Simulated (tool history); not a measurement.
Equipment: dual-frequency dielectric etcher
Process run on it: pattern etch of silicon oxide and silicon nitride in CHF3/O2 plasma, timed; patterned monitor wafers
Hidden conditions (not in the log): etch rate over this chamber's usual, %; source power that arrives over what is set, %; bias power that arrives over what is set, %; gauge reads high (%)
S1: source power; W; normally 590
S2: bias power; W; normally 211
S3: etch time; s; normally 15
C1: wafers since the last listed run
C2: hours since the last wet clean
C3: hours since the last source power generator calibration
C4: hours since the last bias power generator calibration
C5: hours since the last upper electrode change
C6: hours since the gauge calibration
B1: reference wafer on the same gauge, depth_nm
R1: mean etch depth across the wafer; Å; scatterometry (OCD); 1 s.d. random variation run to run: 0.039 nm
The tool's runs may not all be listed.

Run 1, day 0: usual settings; C1 0; C2 135.9; C3 4143.2; C4 4154.7; C5 2995.3; C6 738.2; B1 26.21. Result: R1 256.9 Å.
Run 2, day 5.971: usual settings; C1 2292; C2 279.2; C3 4286.5; C4 4298; C5 3138.6; C6 881.5; B1 26.19. Result: R1 256 Å.
At day 12.929: wet clean of the chamber.
Run 3, day 13.325: usual settings; C1 2439; C2 9.5; C3 4463; C4 4474.5; C5 3315.1; C6 1058; B1 26.21. Result: R1 258 Å.
Run 4, day 14.983: usual settings; C1 636; C2 49.3; C3 4502.8; C4 4514.3; C5 3354.9; C6 1097.8; B1 26.18. Result: R1 257.7 Å.
Run 5, day 16.242: usual settings; C1 483; C2 79.5; C3 4533; C4 4544.5; C5 3385.1; C6 1128; B1 26.18. Result: R1 256.9 Å.
Run 6, day 17.275: usual settings; C1 396; C2 104.3; C3 4557.8; C4 4569.3; C5 3409.9; C6 1152.8; B1 26.19. Result: R1 256.5 Å.
At day 17.396: gauge calibrated.
At day 18.954: upper electrode replaced.
Run 7, day 19.55: usual settings; C1 489; C2 158.9; C3 4612.4; C4 4623.9; C5 14.3; C6 51.7; B1 26.22. Result: R1 257 Å.
Run 8, day 24.292: usual settings but S1 500 W, S2 233 W, S3 14 s; C1 1820; C2 272.7; C3 4726.2; C4 4737.7; C5 128.1; C6 165.5; B1 26.21. Result: R1 233.9 Å.
At day 24.8: bias power generator calibrated.
Run 9, day 26.179: usual settings; C1 660; C2 318; C3 4771.5; C4 33.1; C5 173.4; C6 210.8; B1 26.22. Result: R1 256.3 Å.
At day 28.621: wet clean of the chamber.
Run 10, day 28.642: usual settings but S1 670 W; C1 561; C2 0.5; C3 4830.6; C4 92.2; C5 232.5; C6 269.9; B1 26.22. Result: R1 267.7 Å.
At day 30.079: source power generator calibrated.
Run 11, day 30.146: usual settings; C1 513; C2 36.6; C3 1.6; C4 128.3; C5 268.6; C6 306; B1 26.21. Result: R1 257.4 Å.
Run 12, day 33.038: usual settings but S3 11 s; C1 1110; C2 106; C3 71; C4 197.7; C5 338; C6 375.4; B1 26.21. Result: R1 188.6 Å.
Run 13, day 34.962: usual settings but S1 630 W, S3 18 s; C1 739; C2 152.2; C3 117.2; C4 243.9; C5 384.2; C6 421.6; B1 26.23. Result: R1 314.3 Å.
Run 14, day 37.804: usual settings but S1 530 W, S2 253 W, S3 11.5 s; C1 1090; C2 220.4; C3 185.4; C4 312.1; C5 452.4; C6 489.8; B1 26.19. Result: R1 200.2 Å.
Run 15, day 39.512: usual settings but S2 166 W; C1 655; C2 261.4; C3 226.4; C4 353.1; C5 493.4; C6 530.8; B1 26.21. Result: R1 241.8 Å.

Table of differences, measured result less the result of that run with no hidden state. Run-to-run variation is the same in both. Gauge scatter possibly is not:
run    R1
  1  -0.8
  2  -1.3
  3    +0
  4  -0.2
  5  -0.3
  6  -0.4
  7  -0.6
  8    -1
  9  -1.3
 10  +0.2
 11    +0
 12  -0.2
 13  -0.5
 14  -0.5
 15  -0.8
